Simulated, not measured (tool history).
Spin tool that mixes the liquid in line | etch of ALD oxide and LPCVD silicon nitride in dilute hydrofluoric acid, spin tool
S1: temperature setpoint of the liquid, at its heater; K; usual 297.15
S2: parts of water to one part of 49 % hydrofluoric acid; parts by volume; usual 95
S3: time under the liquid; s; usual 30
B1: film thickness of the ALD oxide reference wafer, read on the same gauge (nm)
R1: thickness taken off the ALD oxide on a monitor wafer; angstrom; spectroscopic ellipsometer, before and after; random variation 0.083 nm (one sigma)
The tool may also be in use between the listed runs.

run,hour,S1,S2,S3,B1,R1
1,0,297.15,95,30,90.03,101.2
2,29.3,297.15,95,30,89.99,104
3,69.8,297.15,95,30,90.05,103.1
4,138.2,297.15,95,30,90.07,103.3
5,334.6,297.15,95,30,90,98.2
6,393.9,297.15,95,30,90.01,98.2
7,432.3,297.15,55,30,89.99,178.5
8,482.5,297.15,55,30,90.07,180.3
9,555.5,297.15,95,15,89.96,50.7
10,592.6,297.15,95,30,90.01,100.5
11,649.4,301.65,65,15,90.01,92.6
12,706.9,299.65,65,15,89.98,86.6
13,753.1,297.15,95,20,90.06,69.3
14,785.5,293.15,95,30,89.99,89.9
15,854.9,299.65,95,30,90,103.1
16,895.7,299.15,135,40,89.97,90.5
17,965.4,297.15,95,30,90,94.9
18,1010.8,297.15,95,30,90.01,96.9
19,1155.7,295.65,65,40,90,189.5
20,1202.7,302.15,95,40,90.02,163.5
21,1260.1,294.65,95,30,90,91.7
22,1326.7,292.65,95,30,90.01,85.4
23,1380.5,301.65,60,30,89.98,185.8
24,1547.3,297.15,95,30,90.04,97
25,1580.6,294.65,45,30,89.98,200.9

Not shown: 8 entries that the log had between the listed runs. Between which runs, and how does the tool's hidden state differ before and after?
Between runs 2 and 3: hydrofluoric acid flow meter replaced (hour 67.3)
  liquid hotter than its thermometer reads (K): 2.27 -> 2.44
  measured less the result without the state, R1: +8.9 -> +9.4 angstrom
Between runs 4 and 5: thermometer replaced (hour 214.2); gauge calibrated (hour 322.2)
  liquid hotter than its thermometer reads (K): 2.73 -> 0.9
  measured less the result without the state, R1: +10.5 -> +3.4 angstrom
Between runs 8 and 9: hydrofluoric acid flow meter replaced (hour 535.2)
  liquid hotter than its thermometer reads (K): 1.53 -> 1.84
  measured less the result without the state, R1: +10.9 -> +3.6 angstrom
Between runs 14 and 15: thermometer replaced (hour 836.8)
  liquid hotter than its thermometer reads (K): 2.83 -> 0.192
  measured less the result without the state, R1: +9.8 -> +0.8 angstrom
Between runs 16 and 17: hydrofluoric acid flow meter replaced (hour 927.7)
  liquid hotter than its thermometer reads (K): 0.366 -> 0.663
  measured less the result without the state, R1: +1.2 -> +2.4 angstrom
Between runs 22 and 23: hydrofluoric acid flow meter replaced (hour 1369.8); thermometer replaced (hour 1377.6)
  liquid hotter than its thermometer reads (K): 2.21 -> 0.104
  measured less the result without the state, R1: +7.4 -> +0.7 angstrom
